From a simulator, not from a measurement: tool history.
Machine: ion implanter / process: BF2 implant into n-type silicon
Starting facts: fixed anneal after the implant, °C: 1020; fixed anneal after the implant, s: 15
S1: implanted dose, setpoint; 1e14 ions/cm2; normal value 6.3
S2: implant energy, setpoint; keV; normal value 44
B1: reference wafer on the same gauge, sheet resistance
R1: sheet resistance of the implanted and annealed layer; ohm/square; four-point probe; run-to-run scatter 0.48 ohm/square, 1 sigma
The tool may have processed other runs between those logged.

run,hour,S1,S2,B1,R1
1,0,6.3,44,184,209.1
2,17.5,6.3,44,184.05,209.54
3,23.8,6.3,44,184.11,209.6
4,33.1,6.3,44,184.04,209.13
5,46.5,6.3,44,184.05,209.82
# hour 56.4: Faraday cup replaced and dose calibrated
6,64,6.3,44,184.1,210.37
# hour 70.4: gauge calibrated
7,70.7,6.3,44,184.02,209.66
8,78.6,6.3,35,184.05,217.52
9,87.1,6.3,35,183.94,216.59
10,98.8,7.62,32,183.91,191.96
11,105.7,4.67,30,184.01,282.75
# hour 116.8: extraction supply calibrated
12,122.4,5.24,57.5,183.81,240.14
13,130.6,6.3,44,183.87,209.78
14,139.4,6.3,44,184.1,209.63
15,151.2,6.9,44,184.14,194.75
16,157.9,6.3,35,184.08,216.51
17,174.9,8.18,56,183.97,164.57
18,183.3,6.95,51,184.23,190.26

Hidden state, per run?
deviation of the true dose from the Faraday cup's reading, %: 0 at every run
deviation of the true energy from its setpoint, %: 0 at every run
gauge reads high (%): 0 at every run
